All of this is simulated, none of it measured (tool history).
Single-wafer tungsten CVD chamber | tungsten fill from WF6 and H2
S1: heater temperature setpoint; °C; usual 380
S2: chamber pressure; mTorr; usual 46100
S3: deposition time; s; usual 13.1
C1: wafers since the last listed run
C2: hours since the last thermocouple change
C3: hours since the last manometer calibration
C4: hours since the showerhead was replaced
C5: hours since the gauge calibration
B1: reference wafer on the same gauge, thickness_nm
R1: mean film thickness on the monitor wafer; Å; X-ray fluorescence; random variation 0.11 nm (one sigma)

run    hour   S1     S2    S3    C1      C2     C3      C4     C5      B1      R1
  1       0  380  46100  13.1     0  2438.9  170.6  2224.5  219.3  27.657  287.06
  2    38.4  380  46100  13.1   538  2477.3    209  2262.9  257.7  27.635  287.65
  3      87  380  46100  13.1   681  2525.9  257.6  2311.5  306.3  27.605  287.62
  4     114  380  39800  13.1   378  2552.9  284.6  2338.5  333.3  27.576  260.77
  5   176.6  373  46100  13.1   877  2615.5  347.2  2401.1  395.9  27.589  250.25
  6   226.9  373  46100  13.1   705  2665.8  397.5  2451.4  446.2  27.611  247.89
  7   288.7  373  46100  13.1   866  2727.6  459.3  2513.2    508  27.596  249.22
  8   337.6  388  46100  13.9   685  2776.5  508.2  2562.1  556.9  27.634  355.26
  9   361.9  388  46100  13.9   340  2800.8  532.5  2586.4  581.2  27.603  354.01
 10   433.7  380  46100  13.1  1006  2872.6  604.3  2658.2    653  27.596  286.56
 11   576.6  380  41700  13.1  2003  3015.5  747.2  2801.1  795.9   27.63  268.03
      630.2  -- gauge calibrated
 12   633.6  380  46100  13.1   799  3072.5  804.2  2858.1    3.4  27.574  283.48
      678.9  -- capacitance manometer re-zeroed and calibrated
 13   679.4  380  46100  13.1   529  3118.3    0.5  2903.9   49.2  27.642  284.55
 14   724.1  380  46100  13.1   626    3163   45.2  2948.6   93.9  27.625  283.94
 15   791.8  391  46100  13.1   949  3230.7  112.9  3016.3  161.6  27.579  352.33
      837.5  -- thermocouple changed; heater temperature recalibrated
 16   840.6  380  46100  13.1   571     3.1  161.7  3065.1  210.4  27.545  299.92
 17   906.8  380  46100  15.1   928    69.3  227.9  3131.3  276.6  27.621  347.27
 18   946.9  380  46100  13.1   562   109.4    268  3171.4  316.7   27.59  302.51
 19   984.2  373  46100  13.1   522   146.7  305.3  3208.7    354  27.559  262.16
 20    1015  375  37600  13.9   431   177.5  336.1  3239.5  384.8  27.596  251.31
     1023.6  -- showerhead replaced
 21  1051.9  380  41500  11.5   405   214.4    373    28.3  421.7  27.604  245.89
 22  1098.6  367  51500  13.1   654   261.1  419.7      75  468.4  27.602  246.94
 23  1154.6  380  46100  13.1   785   317.1  475.7     131  524.4  27.591  299.98
 24  1220.7  380  37300  11.9   926   383.2  541.8   197.1  590.5  27.639  233.72
 25  1288.1  368  36200  15.3   944   450.6  609.2   264.5  657.9  27.609   233.9
 26  1328.1  388  53100  11.6   560   490.6  649.2   304.5  697.9  27.559  336.65
 27  1370.8  380  46100  13.1   598   533.3  691.9   347.2  740.6  27.615  298.11
 28  1396.4  394  46100  12.1   358   558.9  717.5   372.8  766.2  27.594  358.16
 29  1457.2  380  46100  13.9   852   619.7  778.3   433.6    827  27.587  315.27
 30    1484  368  36200  15.3   375   646.5  805.1   460.4  853.8   27.63  230.48

3 ways to go on from here, each from the tool as it stands after run 30. What would each give?
  A  1484.4  380  46100  13.1   5  646.9  805.5  460.8  854.2   ?   ?
  B  1484.4  370  53300  13.1   5  646.9  805.5  460.8  854.2   ?   ?
  C  1484.4  373  56300  10.5   5  646.9  805.5  460.8  854.2   ?   ?

run      B1      R1
  A  27.591  297.78
  B  27.591  266.66
  C  27.591  234.17
Without the tool's hidden state the same runs would have given:
run      R1
  A  303.45
  B  271.93
  C  238.72

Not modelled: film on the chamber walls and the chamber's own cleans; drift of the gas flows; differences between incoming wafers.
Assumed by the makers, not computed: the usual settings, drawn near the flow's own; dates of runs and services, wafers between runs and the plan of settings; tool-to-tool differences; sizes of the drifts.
